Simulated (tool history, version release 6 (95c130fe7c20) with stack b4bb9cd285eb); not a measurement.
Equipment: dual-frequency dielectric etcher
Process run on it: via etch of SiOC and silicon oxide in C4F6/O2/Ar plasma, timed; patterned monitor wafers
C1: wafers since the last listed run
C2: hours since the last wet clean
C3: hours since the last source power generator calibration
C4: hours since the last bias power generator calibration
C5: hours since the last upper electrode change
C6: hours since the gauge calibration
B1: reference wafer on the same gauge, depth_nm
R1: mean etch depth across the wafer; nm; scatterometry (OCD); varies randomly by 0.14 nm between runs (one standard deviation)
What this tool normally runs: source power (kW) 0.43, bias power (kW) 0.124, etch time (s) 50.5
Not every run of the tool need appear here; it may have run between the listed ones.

run 1 hour=0 | source_power_(kW)=0.43 bias_power_(kW)=0.124 etch_time_(s)=50.5 | C1=0 C2=425.5 C3=819.2 C4=586.6 C5=2374.1 C6=130.7 | B1=44.1 | R1=51.9
run 2 hour=51.2 | source_power_(kW)=0.43 bias_power_(kW)=0.124 etch_time_(s)=50.5 | C1=501 C2=476.7 C3=870.4 C4=637.8 C5=2425.3 C6=181.9 | B1=44.1 | R1=52.1
run 3 hour=128.7 | source_power_(kW)=0.43 bias_power_(kW)=0.124 etch_time_(s)=50.5 | C1=758 C2=554.2 C3=947.9 C4=715.3 C5=2502.8 C6=259.4 | B1=44 | R1=52.3
-- hour=161.3 wet clean of the chamber
run 4 hour=187 | source_power_(kW)=0.43 bias_power_(kW)=0.124 etch_time_(s)=50.5 | C1=335 C2=25.7 C3=1006.2 C4=773.6 C5=2561.1 C6=317.7 | B1=44.1 | R1=52.1
run 5 hour=260.8 | source_power_(kW)=0.43 bias_power_(kW)=0.124 etch_time_(s)=50.5 | C1=722 C2=99.5 C3=1080 C4=847.4 C5=2634.9 C6=391.5 | B1=44.1 | R1=51.9
run 6 hour=355 | source_power_(kW)=0.43 bias_power_(kW)=0.124 etch_time_(s)=50.5 | C1=922 C2=193.7 C3=1174.2 C4=941.6 C5=2729.1 C6=485.7 | B1=44.1 | R1=52.4
run 7 hour=441.4 | source_power_(kW)=0.43 bias_power_(kW)=0.124 etch_time_(s)=50.5 | C1=845 C2=280.1 C3=1260.6 C4=1028 C5=2815.5 C6=572.1 | B1=44.1 | R1=52.5
run 8 hour=525.7 | source_power_(kW)=0.43 bias_power_(kW)=0.124 etch_time_(s)=50.5 | C1=825 C2=364.4 C3=1344.9 C4=1112.3 C5=2899.8 C6=656.4 | B1=44.1 | R1=52.5
run 9 hour=590 | source_power_(kW)=0.43 bias_power_(kW)=0.124 etch_time_(s)=50.5 | C1=629 C2=428.7 C3=1409.2 C4=1176.6 C5=2964.1 C6=720.7 | B1=44.1 | R1=52.7
run 10 hour=639.9 | source_power_(kW)=0.43 bias_power_(kW)=0.124 etch_time_(s)=50.5 | C1=488 C2=478.6 C3=1459.1 C4=1226.5 C5=3014 C6=770.6 | B1=44.1 | R1=52.6
run 11 hour=681.6 | source_power_(kW)=0.43 bias_power_(kW)=0.124 etch_time_(s)=50.5 | C1=408 C2=520.3 C3=1500.8 C4=1268.2 C5=3055.7 C6=812.3 | B1=44.1 | R1=52.6
-- hour=826.9 wet clean of the chamber
run 12 hour=835.1 | source_power_(kW)=0.43 bias_power_(kW)=0.124 etch_time_(s)=50.5 | C1=1267 C2=8.2 C3=1654.3 C4=1421.7 C5=3209.2 C6=965.8 | B1=44.1 | R1=52.8
-- hour=871.2 upper electrode replaced
-- hour=923.5 source power generator calibrated
run 13 hour=1009.4 | source_power_(kW)=0.43 bias_power_(kW)=0.124 etch_time_(s)=50.5 | C1=1432 C2=182.5 C3=85.9 C4=1596 C5=138.2 C6=1140.1 | B1=44.1 | R1=52.4
run 14 hour=1056.4 | source_power_(kW)=0.34 bias_power_(kW)=0.108 etch_time_(s)=59.5 | C1=460 C2=229.5 C3=132.9 C4=1643 C5=185.2 C6=1187.1 | B1=44.2 | R1=51.3
-- hour=1128.5 bias power generator calibrated
run 15 hour=1158 | source_power_(kW)=0.5 bias_power_(kW)=0.124 etch_time_(s)=50.5 | C1=955 C2=331.1 C3=234.5 C4=29.5 C5=286.8 C6=1288.7 | B1=44.1 | R1=56.7
run 16 hour=1201.6 | source_power_(kW)=0.34 bias_power_(kW)=0.133 etch_time_(s)=36 | C1=426 C2=374.7 C3=278.1 C4=73.1 C5=330.4 C6=1332.3 | B1=44 | R1=33.1
-- hour=1253.2 gauge calibrated
run 17 hour=1307.5 | source_power_(kW)=0.43 bias_power_(kW)=0.124 etch_time_(s)=55.5 | C1=1036 C2=480.6 C3=384 C4=179 C5=436.3 C6=54.3 | B1=44.1 | R1=57.3
run 18 hour=1412.1 | source_power_(kW)=0.43 bias_power_(kW)=0.124 etch_time_(s)=50.5 | C1=1024 C2=585.2 C3=488.6 C4=283.6 C5=540.9 C6=158.9 | B1=44.1 | R1=52.2
-- hour=1492.7 wet clean of the chamber
run 19 hour=1493.2 | source_power_(kW)=0.5 bias_power_(kW)=0.133 etch_time_(s)=50.5 | C1=559 C2=0.5 C3=569.7 C4=364.7 C5=622 C6=240 | B1=44 | R1=58
run 20 hour=1527.3 | source_power_(kW)=0.43 bias_power_(kW)=0.124 etch_time_(s)=37.5 | C1=333 C2=34.6 C3=603.8 C4=398.8 C5=656.1 C6=274.1 | B1=44.1 | R1=38.6
run 21 hour=1710.8 | source_power_(kW)=0.43 bias_power_(kW)=0.116 etch_time_(s)=50.5 | C1=1796 C2=218.1 C3=787.3 C4=582.3 C5=839.6 C6=457.6 | B1=44.1 | R1=50.9
run 22 hour=1773.5 | source_power_(kW)=0.38 bias_power_(kW)=0.124 etch_time_(s)=50.5 | C1=613 C2=280.8 C3=850 C4=645 C5=902.3 C6=520.3 | B1=44.2 | R1=48.7
run 23 hour=1862 | source_power_(kW)=0.54 bias_power_(kW)=0.102 etch_time_(s)=50.5 | C1=866 C2=369.3 C3=938.5 C4=733.5 C5=990.8 C6=608.8 | B1=44.1 | R1=55.7
run 24 hour=1930.9 | source_power_(kW)=0.43 bias_power_(kW)=0.104 etch_time_(s)=62 | C1=674 C2=438.2 C3=1007.4 C4=802.4 C5=1059.7 C6=677.7 | B1=44.1 | R1=60.4
run 25 hour=1995.2 | source_power_(kW)=0.38 bias_power_(kW)=0.099 etch_time_(s)=39.5 | C1=629 C2=502.5 C3=1071.7 C4=866.7 C5=1124 C6=742 | B1=44.1 | R1=35.2

Forecast each of these 5 alternatives for the next run:
run A hour=1995.6 | source_power_(kW)=0.43 bias_power_(kW)=0.124 etch_time_(s)=41.5 | C1=3 C2=502.9 C3=1072.1 C4=867.1 C5=1124.4 C6=742.4 | B1=? | R1=?
run B hour=1995.6 | source_power_(kW)=0.53 bias_power_(kW)=0.145 etch_time_(s)=54.5 | C1=3 C2=502.9 C3=1072.1 C4=867.1 C5=1124.4 C6=742.4 | B1=? | R1=?
run C hour=1995.6 | source_power_(kW)=0.43 bias_power_(kW)=0.097 etch_time_(s)=38.5 | C1=3 C2=502.9 C3=1072.1 C4=867.1 C5=1124.4 C6=742.4 | B1=? | R1=?
run D hour=1995.6 | source_power_(kW)=0.5 bias_power_(kW)=0.138 etch_time_(s)=63.5 | C1=3 C2=502.9 C3=1072.1 C4=867.1 C5=1124.4 C6=742.4 | B1=? | R1=?
run E hour=1995.6 | source_power_(kW)=0.37 bias_power_(kW)=0.124 etch_time_(s)=50.5 | C1=3 C2=502.9 C3=1072.1 C4=867.1 C5=1124.4 C6=742.4 | B1=? | R1=?

run=A B1=44.1 R1=42.9
run=B B1=44.1 R1=66.6
run=C B1=44.1 R1=36.7
run=D B1=44.1 R1=74
run=E B1=44.1 R1=47.7
Had the tool no hidden state, the same runs would have come out as:
run=A R1=42.5
run=B R1=66.1
run=C R1=36.4
run=D R1=73.4
run=E R1=47.3
